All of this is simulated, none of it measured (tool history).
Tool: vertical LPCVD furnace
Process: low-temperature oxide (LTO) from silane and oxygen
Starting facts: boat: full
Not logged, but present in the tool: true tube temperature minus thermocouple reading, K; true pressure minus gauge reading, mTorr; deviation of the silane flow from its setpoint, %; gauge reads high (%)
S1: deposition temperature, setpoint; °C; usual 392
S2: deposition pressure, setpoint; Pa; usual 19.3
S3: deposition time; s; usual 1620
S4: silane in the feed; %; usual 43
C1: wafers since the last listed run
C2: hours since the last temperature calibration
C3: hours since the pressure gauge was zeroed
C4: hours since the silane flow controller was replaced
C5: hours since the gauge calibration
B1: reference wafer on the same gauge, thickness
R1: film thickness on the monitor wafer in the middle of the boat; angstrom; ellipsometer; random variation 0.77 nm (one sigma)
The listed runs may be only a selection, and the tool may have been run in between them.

Run 1, hour 0.0: usual settings; C1 0; C2 2554.5; C3 2765.6; C4 4973.4; C5 977.8; B1 200.92. Result: R1 1624.7 angstrom.
Run 2, hour 212.4: usual settings; C1 4373; C2 2766.9; C3 2978.0; C4 5185.8; C5 1190.2; B1 201.15. Result: R1 1616.2 angstrom.
Run 3, hour 316.7: usual settings; C1 2147; C2 2871.2; C3 3082.3; C4 5290.1; C5 1294.5; B1 201.24. Result: R1 1633.0 angstrom.
Run 4, hour 417.2: usual settings; C1 2069; C2 2971.7; C3 3182.8; C4 5390.6; C5 1395.0; B1 200.92. Result: R1 1628.6 angstrom.
Run 5, hour 519.3: usual settings; C1 2102; C2 3073.8; C3 3284.9; C4 5492.7; C5 1497.1; B1 201.07. Result: R1 1613.6 angstrom.
Run 6, hour 561.0: usual settings; C1 858; C2 3115.5; C3 3326.6; C4 5534.4; C5 1538.8; B1 201.10. Result: R1 1621.8 angstrom.
Run 7, hour 648.0: usual settings; C1 1791; C2 3202.5; C3 3413.6; C4 5621.4; C5 1625.8; B1 200.95. Result: R1 1615.1 angstrom.
Run 8, hour 711.2: usual settings; C1 1301; C2 3265.7; C3 3476.8; C4 5684.6; C5 1689.0; B1 200.98. Result: R1 1617.7 angstrom.
Run 9, hour 786.1: usual settings; C1 1542; C2 3340.6; C3 3551.7; C4 5759.5; C5 1763.9; B1 200.93. Result: R1 1626.4 angstrom.
Run 10, hour 880.8: usual settings; C1 1949; C2 3435.3; C3 3646.4; C4 5854.2; C5 1858.6; B1 200.92. Result: R1 1611.4 angstrom.
Run 11, hour 949.6: usual settings; C1 1416; C2 3504.1; C3 3715.2; C4 5923.0; C5 1927.4; B1 201.09. Result: R1 1615.8 angstrom.
Run 12, hour 1034.4: usual settings; C1 1746; C2 3588.9; C3 3800.0; C4 6007.8; C5 2012.2; B1 201.04. Result: R1 1602.0 angstrom.
Run 13, hour 1127.4: usual settings; C1 1914; C2 3681.9; C3 3893.0; C4 6100.8; C5 2105.2; B1 201.43. Result: R1 1599.6 angstrom.
Run 14, hour 1209.6: usual settings; C1 1692; C2 3764.1; C3 3975.2; C4 6183.0; C5 2187.4; B1 200.92. Result: R1 1613.1 angstrom.
Run 15, hour 1299.7: usual settings; C1 1855; C2 3854.2; C3 4065.3; C4 6273.1; C5 2277.5; B1 201.04. Result: R1 1609.4 angstrom.
At hour 1312.1: gauge calibrated.
At hour 1356.9: silane flow controller replaced.
Run 16, hour 1357.4: usual settings; C1 693; C2 3911.9; C3 4123.0; C4 0.5; C5 45.3; B1 200.88. Result: R1 1668.7 angstrom.
Run 17, hour 1433.7: usual settings but S4 48 %; C1 1571; C2 3988.2; C3 4199.3; C4 76.8; C5 121.6; B1 201.02. Result: R1 1876.6 angstrom.
Run 18, hour 1493.1: usual settings but S3 1200 s; C1 1223; C2 4047.6; C3 4258.7; C4 136.2; C5 181.0; B1 201.03. Result: R1 1251.3 angstrom.
Run 19, hour 1540.1: usual settings but S1 403 °C, S2 15.3 Pa, S4 37 %; C1 967; C2 4094.6; C3 4305.7; C4 183.2; C5 228.0; B1 200.95. Result: R1 1258.4 angstrom.
Run 20, hour 1601.7: usual settings; C1 1268; C2 4156.2; C3 4367.3; C4 244.8; C5 289.6; B1 201.06. Result: R1 1683.2 angstrom.
Run 21, hour 1692.1: usual settings but S2 24.0 Pa, S3 1200 s; C1 1861; C2 4246.6; C3 4457.7; C4 335.2; C5 380.0; B1 200.90. Result: R1 1544.3 angstrom.
Run 22, hour 1785.3: usual settings but S3 2100 s, S4 49 %; C1 1919; C2 4339.8; C3 4550.9; C4 428.4; C5 473.2; B1 201.14. Result: R1 2488.6 angstrom.
At hour 1834.0: thermocouples replaced and temperature profile calibrated.
Run 23, hour 1875.0: usual settings; C1 1352; C2 41.0; C3 4640.6; C4 518.1; C5 562.9; B1 200.96. Result: R1 1674.0 angstrom.
Run 24, hour 1979.4: usual settings; C1 2149; C2 145.4; C3 4745.0; C4 622.5; C5 667.3; B1 201.16. Result: R1 1672.9 angstrom.
At hour 2007.2: pressure gauge zeroed.
Run 25, hour 2063.3: usual settings but S1 389 °C, S4 50 %; C1 1233; C2 229.3; C3 56.1; C4 706.4; C5 751.2; B1 200.92. Result: R1 1890.3 angstrom.
Run 26, hour 2152.0: usual settings but S1 388 °C, S2 16.7 Pa, S3 1380 s, S4 47 %; C1 1826; C2 318.0; C3 144.8; C4 795.1; C5 839.9; B1 201.03. Result: R1 1288.2 angstrom.
Run 27, hour 2203.6: usual settings but S1 385 °C, S2 21.3 Pa; C1 1062; C2 369.6; C3 196.4; C4 846.7; C5 891.5; B1 200.87. Result: R1 1695.3 angstrom.
Run 28, hour 2292.1: usual settings but S2 15.3 Pa, S3 1110 s, S4 38 %; C1 1822; C2 458.1; C3 284.9; C4 935.2; C5 980.0; B1 201.26. Result: R1 783.2 angstrom.
Run 29, hour 2396.9: usual settings but S1 403 °C, S4 38 %; C1 2157; C2 562.9; C3 389.7; C4 1040.0; C5 1084.8; B1 201.03. Result: R1 1621.0 angstrom.
Run 30, hour 2456.4: usual settings but S1 387 °C, S3 1020 s, S4 36 %; C1 1225; C2 622.4; C3 449.2; C4 1099.5; C5 1144.3; B1 200.87. Result: R1 794.7 angstrom.
Run 31, hour 2492.9: usual settings but S1 400 °C, S3 1110 s; C1 751; C2 658.9; C3 485.7; C4 1136.0; C5 1180.8; B1 200.80. Result: R1 1255.0 angstrom.
Run 32, hour 2591.3: usual settings but S1 397 °C, S2 15.3 Pa, S3 2100 s; C1 2026; C2 757.3; C3 584.1; C4 1234.4; C5 1279.2; B1 201.22. Result: R1 1804.9 angstrom.

A few steps of R1 between consecutive runs. Split each: what settings, incoming material and random variation would produce without the hidden state, and what is left over for the hidden state, along with gauge scatter present in only one of the two compared results (measured, and without hidden state):
Run 1 -> 2: no setting touched and nothing written in the log between the runs. R1 -8.5 angstrom: hidden state -4.4, all else -4.1.
Run 2 -> 3: no setting touched and nothing written in the log between the runs. R1 +16.8 angstrom: hidden state -3.0, all else +19.8.
Run 15 -> 16: gauge calibrated, silane flow controller replaced. R1 +59.3 angstrom: hidden state +78.1, all else -18.8.
Run 21 -> 22: S2 24.0 -> 19.3, S3 1200 -> 2100, S4 43 -> 49. R1 +944.3 angstrom: hidden state -0.4, all else +944.7.
Run 27 -> 28: S1 385 -> 392, S2 21.3 -> 15.3, S3 1620 -> 1110, S4 43 -> 38. R1 -912.1 angstrom: hidden state +1.4, all else -913.5.
Run 28 -> 29: S1 392 -> 403, S2 15.3 -> 19.3, S3 1110 -> 1620. R1 +837.8 angstrom: hidden state -2.8, all else +840.6.

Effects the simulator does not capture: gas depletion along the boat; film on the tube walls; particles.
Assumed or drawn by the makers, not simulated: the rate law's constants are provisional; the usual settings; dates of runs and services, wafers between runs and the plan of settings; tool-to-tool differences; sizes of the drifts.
